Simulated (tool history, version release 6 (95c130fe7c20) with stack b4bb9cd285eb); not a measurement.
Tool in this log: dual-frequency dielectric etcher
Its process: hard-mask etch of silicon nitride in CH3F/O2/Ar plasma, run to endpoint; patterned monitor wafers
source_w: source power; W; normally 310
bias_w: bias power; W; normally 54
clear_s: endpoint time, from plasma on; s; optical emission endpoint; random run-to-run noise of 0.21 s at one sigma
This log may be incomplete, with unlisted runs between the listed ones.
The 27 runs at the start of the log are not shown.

run    hour  source_w  bias_w  incoming incoming film thickness, nm  clear_s
 28  2316.2       280      41                                  33.4     69.8
 29  2396.9       310      54                                 33.68     59.4
 30  2450.5       350      46                                 33.51     61.1
 31  2500.2       310      67                                 33.62     52.6
 32  2560.7       310      54                                 33.31     58.7
 33  2641.8       310      54                                 33.92     58.9
 34  2680.6       310      54                                 33.68     59.1
     2766.9  -- wet clean of the chamber
 35  2783.7       310      54                                 33.33     58.3

Branching from run 35: 4 alternative next runs. What would each branch give?
  A  2784.1       310      61                                 33.91        ?
  B  2784.1       390      43                                 33.91        ?
  C  2784.1       310      47                                 33.91        ?
  D  2784.1       250      54                                 33.91        ?

run  clear_s
  A       56
  B     61.8
  C     63.9
  D     63.9
With no hidden state in the tool, these same runs would have given:
run  clear_s
  A     55.9
  B     61.8
  C     63.9
  D     63.8
